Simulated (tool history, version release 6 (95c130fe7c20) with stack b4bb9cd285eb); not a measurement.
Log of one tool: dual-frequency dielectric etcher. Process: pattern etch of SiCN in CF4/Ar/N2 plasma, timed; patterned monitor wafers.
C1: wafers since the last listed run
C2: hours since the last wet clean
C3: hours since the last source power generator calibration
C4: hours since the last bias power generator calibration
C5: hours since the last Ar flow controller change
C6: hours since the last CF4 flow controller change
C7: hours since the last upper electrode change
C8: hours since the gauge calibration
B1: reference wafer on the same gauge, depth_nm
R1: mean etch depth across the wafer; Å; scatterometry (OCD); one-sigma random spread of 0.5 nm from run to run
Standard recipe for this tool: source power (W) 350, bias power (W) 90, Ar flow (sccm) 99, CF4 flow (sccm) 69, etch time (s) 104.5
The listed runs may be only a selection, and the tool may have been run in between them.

run 1 hour=0.0 | source_power_(W)=350 bias_power_(W)=90 Ar_flow_(sccm)=99 CF4_flow_(sccm)=69 etch_time_(s)=80.0 | C1=0 C2=628.7 C3=482.3 C4=3688.5 C5=499.5 C6=194.4 C7=2103.7 C8=407.4 | B1=91.7 | R1=682
-- hour=44.2 wet clean of the chamber
run 2 hour=79.3 | source_power_(W)=350 bias_power_(W)=90 Ar_flow_(sccm)=99 CF4_flow_(sccm)=69 etch_time_(s)=80.0 | C1=705 C2=35.1 C3=561.6 C4=3767.8 C5=578.8 C6=273.7 C7=2183.0 C8=486.7 | B1=91.5 | R1=657
run 3 hour=133.8 | source_power_(W)=350 bias_power_(W)=90 Ar_flow_(sccm)=99 CF4_flow_(sccm)=69 etch_time_(s)=104.5 | C1=695 C2=89.6 C3=616.1 C4=3822.3 C5=633.3 C6=328.2 C7=2237.5 C8=541.2 | B1=91.7 | R1=861
run 4 hour=171.7 | source_power_(W)=310 bias_power_(W)=81 Ar_flow_(sccm)=99 CF4_flow_(sccm)=56 etch_time_(s)=86.5 | C1=483 C2=127.5 C3=654.0 C4=3860.2 C5=671.2 C6=366.1 C7=2275.4 C8=579.1 | B1=91.6 | R1=592
run 5 hour=222.5 | source_power_(W)=390 bias_power_(W)=82 Ar_flow_(sccm)=99 CF4_flow_(sccm)=62 etch_time_(s)=104.5 | C1=648 C2=178.3 C3=704.8 C4=3911.0 C5=722.0 C6=416.9 C7=2326.2 C8=629.9 | B1=91.6 | R1=926
run 6 hour=317.8 | source_power_(W)=300 bias_power_(W)=75 Ar_flow_(sccm)=99 CF4_flow_(sccm)=69 etch_time_(s)=104.5 | C1=1215 C2=273.6 C3=800.1 C4=4006.3 C5=817.3 C6=512.2 C7=2421.5 C8=725.2 | B1=91.6 | R1=700
run 7 hour=412.2 | source_power_(W)=420 bias_power_(W)=90 Ar_flow_(sccm)=116 CF4_flow_(sccm)=69 etch_time_(s)=104.5 | C1=1204 C2=368.0 C3=894.5 C4=4100.7 C5=911.7 C6=606.6 C7=2515.9 C8=819.6 | B1=91.6 | R1=1017
-- hour=435.0 bias power generator calibrated
run 8 hour=462.1 | source_power_(W)=400 bias_power_(W)=90 Ar_flow_(sccm)=122 CF4_flow_(sccm)=69 etch_time_(s)=104.5 | C1=585 C2=417.9 C3=944.4 C4=27.1 C5=961.6 C6=656.5 C7=2565.8 C8=869.5 | B1=91.7 | R1=966
run 9 hour=512.9 | source_power_(W)=350 bias_power_(W)=108 Ar_flow_(sccm)=99 CF4_flow_(sccm)=69 etch_time_(s)=104.5 | C1=648 C2=468.7 C3=995.2 C4=77.9 C5=1012.4 C6=707.3 C7=2616.6 C8=920.3 | B1=91.6 | R1=924
run 10 hour=553.8 | source_power_(W)=440 bias_power_(W)=90 Ar_flow_(sccm)=99 CF4_flow_(sccm)=69 etch_time_(s)=104.5 | C1=521 C2=509.6 C3=1036.1 C4=118.8 C5=1053.3 C6=748.2 C7=2657.5 C8=961.2 | B1=91.8 | R1=1106
run 11 hour=598.1 | source_power_(W)=350 bias_power_(W)=99 Ar_flow_(sccm)=99 CF4_flow_(sccm)=69 etch_time_(s)=104.5 | C1=565 C2=553.9 C3=1080.4 C4=163.1 C5=1097.6 C6=792.5 C7=2701.8 C8=1005.5 | B1=91.7 | R1=912
-- hour=644.0 upper electrode replaced
-- hour=646.8 wet clean of the chamber
run 12 hour=697.1 | source_power_(W)=350 bias_power_(W)=90 Ar_flow_(sccm)=99 CF4_flow_(sccm)=56 etch_time_(s)=131.5 | C1=921 C2=50.3 C3=1179.4 C4=262.1 C5=1196.6 C6=891.5 C7=53.1 C8=1104.5 | B1=91.7 | R1=1036
run 13 hour=744.9 | source_power_(W)=350 bias_power_(W)=90 Ar_flow_(sccm)=99 CF4_flow_(sccm)=69 etch_time_(s)=104.5 | C1=609 C2=98.1 C3=1227.2 C4=309.9 C5=1244.4 C6=939.3 C7=100.9 C8=1152.3 | B1=91.6 | R1=862
run 14 hour=823.7 | source_power_(W)=420 bias_power_(W)=90 Ar_flow_(sccm)=99 CF4_flow_(sccm)=78 etch_time_(s)=104.5 | C1=1005 C2=176.9 C3=1306.0 C4=388.7 C5=1323.2 C6=1018.1 C7=179.7 C8=1231.1 | B1=91.6 | R1=1055
run 15 hour=911.3 | source_power_(W)=380 bias_power_(W)=90 Ar_flow_(sccm)=84 CF4_flow_(sccm)=69 etch_time_(s)=75.5 | C1=1117 C2=264.5 C3=1393.6 C4=476.3 C5=1410.8 C6=1105.7 C7=267.3 C8=1318.7 | B1=91.5 | R1=702
run 16 hour=1009.9 | source_power_(W)=350 bias_power_(W)=90 Ar_flow_(sccm)=99 CF4_flow_(sccm)=69 etch_time_(s)=104.5 | C1=1257 C2=363.1 C3=1492.2 C4=574.9 C5=1509.4 C6=1204.3 C7=365.9 C8=1417.3 | B1=91.6 | R1=873
run 17 hour=1173.8 | source_power_(W)=390 bias_power_(W)=90 Ar_flow_(sccm)=99 CF4_flow_(sccm)=62 etch_time_(s)=104.5 | C1=2090 C2=527.0 C3=1656.1 C4=738.8 C5=1673.3 C6=1368.2 C7=529.8 C8=1581.2 | B1=91.8 | R1=951
-- hour=1245.9 wet clean of the chamber
run 18 hour=1246.4 | source_power_(W)=350 bias_power_(W)=90 Ar_flow_(sccm)=99 CF4_flow_(sccm)=69 etch_time_(s)=104.5 | C1=619 C2=0.5 C3=1728.7 C4=811.4 C5=1745.9 C6=1440.8 C7=602.4 C8=1653.8 | B1=91.7 | R1=834
run 19 hour=1287.5 | source_power_(W)=350 bias_power_(W)=90 Ar_flow_(sccm)=99 CF4_flow_(sccm)=69 etch_time_(s)=83.5 | C1=524 C2=41.6 C3=1769.8 C4=852.5 C5=1787.0 C6=1481.9 C7=643.5 C8=1694.9 | B1=91.7 | R1=675
run 20 hour=1357.8 | source_power_(W)=350 bias_power_(W)=77 Ar_flow_(sccm)=99 CF4_flow_(sccm)=69 etch_time_(s)=104.5 | C1=896 C2=111.9 C3=1840.1 C4=922.8 C5=1857.3 C6=1552.2 C7=713.8 C8=1765.2 | B1=91.8 | R1=823
run 21 hour=1399.3 | source_power_(W)=380 bias_power_(W)=90 Ar_flow_(sccm)=99 CF4_flow_(sccm)=69 etch_time_(s)=104.5 | C1=529 C2=153.4 C3=1881.6 C4=964.3 C5=1898.8 C6=1593.7 C7=755.3 C8=1806.7 | B1=91.7 | R1=920

Below are 4 alternative next runs, each starting from the tool's condition after run 21. Predict each:
run A hour=1399.7 | source_power_(W)=350 bias_power_(W)=90 Ar_flow_(sccm)=99 CF4_flow_(sccm)=69 etch_time_(s)=104.5 | C1=5 C2=153.8 C3=1882.0 C4=964.7 C5=1899.2 C6=1594.1 C7=755.7 C8=1807.1 | B1=? | R1=?
run B hour=1399.7 | source_power_(W)=410 bias_power_(W)=80 Ar_flow_(sccm)=99 CF4_flow_(sccm)=69 etch_time_(s)=104.5 | C1=5 C2=153.8 C3=1882.0 C4=964.7 C5=1899.2 C6=1594.1 C7=755.7 C8=1807.1 | B1=? | R1=?
run C hour=1399.7 | source_power_(W)=350 bias_power_(W)=81 Ar_flow_(sccm)=99 CF4_flow_(sccm)=58 etch_time_(s)=104.5 | C1=5 C2=153.8 C3=1882.0 C4=964.7 C5=1899.2 C6=1594.1 C7=755.7 C8=1807.1 | B1=? | R1=?
run D hour=1399.7 | source_power_(W)=430 bias_power_(W)=77 Ar_flow_(sccm)=81 CF4_flow_(sccm)=69 etch_time_(s)=104.5 | C1=5 C2=153.8 C3=1882.0 C4=964.7 C5=1899.2 C6=1594.1 C7=755.7 C8=1807.1 | B1=? | R1=?

run=A B1=91.6 R1=848
run=B B1=91.6 R1=965
run=C B1=91.6 R1=799
run=D B1=91.6 R1=1051
The same runs, with their run-to-run variation unchanged, on a tool lacking any hidden condition would have given:
run=A R1=865
run=B R1=985
run=C R1=815
run=D R1=1072

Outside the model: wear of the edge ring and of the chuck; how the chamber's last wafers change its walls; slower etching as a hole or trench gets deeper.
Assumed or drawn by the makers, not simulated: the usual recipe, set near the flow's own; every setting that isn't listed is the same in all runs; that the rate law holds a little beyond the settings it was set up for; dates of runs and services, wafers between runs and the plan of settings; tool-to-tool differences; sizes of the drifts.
